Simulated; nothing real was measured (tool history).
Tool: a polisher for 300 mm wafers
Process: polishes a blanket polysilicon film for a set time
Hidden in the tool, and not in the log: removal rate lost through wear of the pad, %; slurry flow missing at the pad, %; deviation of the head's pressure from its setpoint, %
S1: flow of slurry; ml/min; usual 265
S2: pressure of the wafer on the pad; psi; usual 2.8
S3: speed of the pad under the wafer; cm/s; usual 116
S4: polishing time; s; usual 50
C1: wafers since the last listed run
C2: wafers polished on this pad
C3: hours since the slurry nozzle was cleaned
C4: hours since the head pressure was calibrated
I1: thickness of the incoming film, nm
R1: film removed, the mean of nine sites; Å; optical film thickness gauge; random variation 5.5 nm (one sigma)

run 1 hour=0.0 | S1=265 S2=2.8 S3=116 S4=45 | C1=0 C2=212 C3=531.4 C4=161.1 | I1=2429.8 | R1=3830
run 2 hour=25.0 | S1=265 S2=2.8 S3=116 S4=45 | C1=222 C2=434 C3=556.4 C4=186.1 | I1=2343.8 | R1=3813
run 3 hour=38.3 | S1=265 S2=3.0 S3=102 S4=50 | C1=118 C2=553 C3=569.7 C4=199.4 | I1=2408.9 | R1=3878
run 4 hour=65.7 | S1=265 S2=2.8 S3=116 S4=50 | C1=243 C2=796 C3=597.1 C4=226.8 | I1=2386.6 | R1=3902
-- hour=75.5 worn pad replaced by a new one
run 5 hour=79.1 | S1=265 S2=2.8 S3=116 S4=50 | C1=83 C2=31 C3=610.5 C4=240.2 | I1=2377.8 | R1=4344
run 6 hour=92.1 | S1=265 S2=3.0 S3=116 S4=50 | C1=115 C2=147 C3=623.5 C4=253.2 | I1=2403.3 | R1=4379
run 7 hour=105.0 | S1=265 S2=3.0 S3=116 S4=50 | C1=114 C2=262 C3=636.4 C4=266.1 | I1=2390.2 | R1=4373
run 8 hour=111.0 | S1=265 S2=2.8 S3=116 S4=50 | C1=53 C2=315 C3=642.4 C4=272.1 | I1=2373.5 | R1=4129
run 9 hour=124.1 | S1=265 S2=2.8 S3=116 S4=50 | C1=116 C2=432 C3=655.5 C4=285.2 | I1=2391.9 | R1=4089
run 10 hour=138.3 | S1=265 S2=2.8 S3=116 S4=56 | C1=126 C2=558 C3=669.7 C4=299.4 | I1=2401.7 | R1=4455
run 11 hour=156.1 | S1=265 S2=2.8 S3=116 S4=50 | C1=158 C2=716 C3=687.5 C4=317.2 | I1=2415.1 | R1=3919
run 12 hour=174.0 | S1=265 S2=2.8 S3=116 S4=50 | C1=159 C2=876 C3=705.4 C4=335.1 | I1=2405.7 | R1=3905
-- hour=179.9 worn pad replaced by a new one
run 13 hour=186.9 | S1=265 S2=3.1 S3=116 S4=50 | C1=79 C2=62 C3=718.3 C4=348.0 | I1=2340.1 | R1=4700
run 14 hour=204.8 | S1=265 S2=3.1 S3=116 S4=50 | C1=159 C2=221 C3=736.2 C4=365.9 | I1=2346.6 | R1=4525
-- hour=216.8 slurry nozzle cleaned
run 15 hour=246.9 | S1=225 S2=2.8 S3=116 S4=50 | C1=365 C2=587 C3=30.1 C4=408.0 | I1=2408.1 | R1=3990
run 16 hour=259.1 | S1=265 S2=2.8 S3=116 S4=50 | C1=108 C2=696 C3=42.3 C4=420.2 | I1=2339.6 | R1=3966
-- hour=273.3 head pressure recalibrated
-- hour=276.8 worn pad replaced by a new one
run 17 hour=277.3 | S1=185 S2=2.8 S3=128 S4=34 | C1=112 C2=4 C3=60.5 C4=4.0 | I1=2424.0 | R1=2950

The next listed run, before its measurement:
run 18 hour=292.5 | S1=265 S2=2.2 S3=116 S4=50 | C1=135 C2=139 C3=75.7 C4=19.2 | I1=2373.1 | R1=?

{"run 18": {"R1": 3570}}
Without the tool's hidden state the same run would have given R1 3790 Å.

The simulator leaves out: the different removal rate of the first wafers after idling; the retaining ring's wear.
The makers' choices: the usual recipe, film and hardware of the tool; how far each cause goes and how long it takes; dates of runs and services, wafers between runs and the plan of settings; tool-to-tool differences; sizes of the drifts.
